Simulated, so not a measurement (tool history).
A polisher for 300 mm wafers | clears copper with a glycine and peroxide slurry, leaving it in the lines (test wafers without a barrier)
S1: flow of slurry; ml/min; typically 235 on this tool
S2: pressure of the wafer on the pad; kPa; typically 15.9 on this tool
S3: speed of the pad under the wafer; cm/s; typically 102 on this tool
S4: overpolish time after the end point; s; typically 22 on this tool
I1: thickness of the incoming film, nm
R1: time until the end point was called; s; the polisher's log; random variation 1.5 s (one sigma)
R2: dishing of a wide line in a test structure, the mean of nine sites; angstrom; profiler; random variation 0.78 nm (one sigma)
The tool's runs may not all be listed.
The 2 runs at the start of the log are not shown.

run	hour	S1	S2	S3	S4	I1	R1	R2
# hour 88.3: worn pad replaced by a new one
3	98.3	235	15.9	102	22	663.2	121.1	674
4	148.4	235	15.9	102	22	670.5	128.2	643
5	196.2	235	15.9	102	22	671.6	130.6	625
6	314.1	235	15.9	102	22	676.3	139.9	616
7	368.8	235	15.9	102	22	678.6	137.2	612
8	392.8	235	15.9	102	22	675.1	137.2	606
9	424.7	235	15.9	102	22	671.0	139.6	605
# hour 429.0: slurry nozzle cleaned
# hour 456.1: worn pad replaced by a new one
10	476.9	235	15.9	102	22	676.4	127.4	643
11	521.9	235	18.6	124	22	665.9	95.9	768
12	573.9	235	18.6	124	22	672.3	97.5	744
13	633.8	235	15.9	102	31	668.2	138.6	783
14	690.0	235	15.9	102	31	671.8	137.8	775
15	714.7	235	15.9	102	31	661.7	137.2	765
16	749.2	300	11.7	102	22	668.5	170.3	522
# hour 757.0: worn pad replaced by a new one
17	776.8	235	15.9	102	22	683.4	127.6	655
# hour 788.6: head pressure recalibrated
18	806.8	210	15.9	116	22	673.2	118.8	692
19	849.1	165	20.7	72	27	670.2	149.2	677
20	894.1	235	15.9	102	22	657.6	132.4	629
# hour 919.2: slurry nozzle cleaned
21	965.3	235	15.9	102	22	669.7	139.1	610
22	992.3	235	15.9	102	22	662.6	135.4	602
23	1026.1	185	15.9	80	22	665.4	171.0	529
24	1072.7	235	15.9	84	25	667.0	165.2	599
# hour 1100.9: worn pad replaced by a new one
25	1101.4	275	17.9	132	28	660.8	86.4	933

Estimate the outcome of run 26 from the log above:
26	1156.6	255	15.9	124	22	660.1	?	?

Run 26 measured R1 106.8 s, R2 713 angstrom.
The same run, on a tool lacking any hidden state, would have yielded R1 100.3 s, R2 742 angstrom.
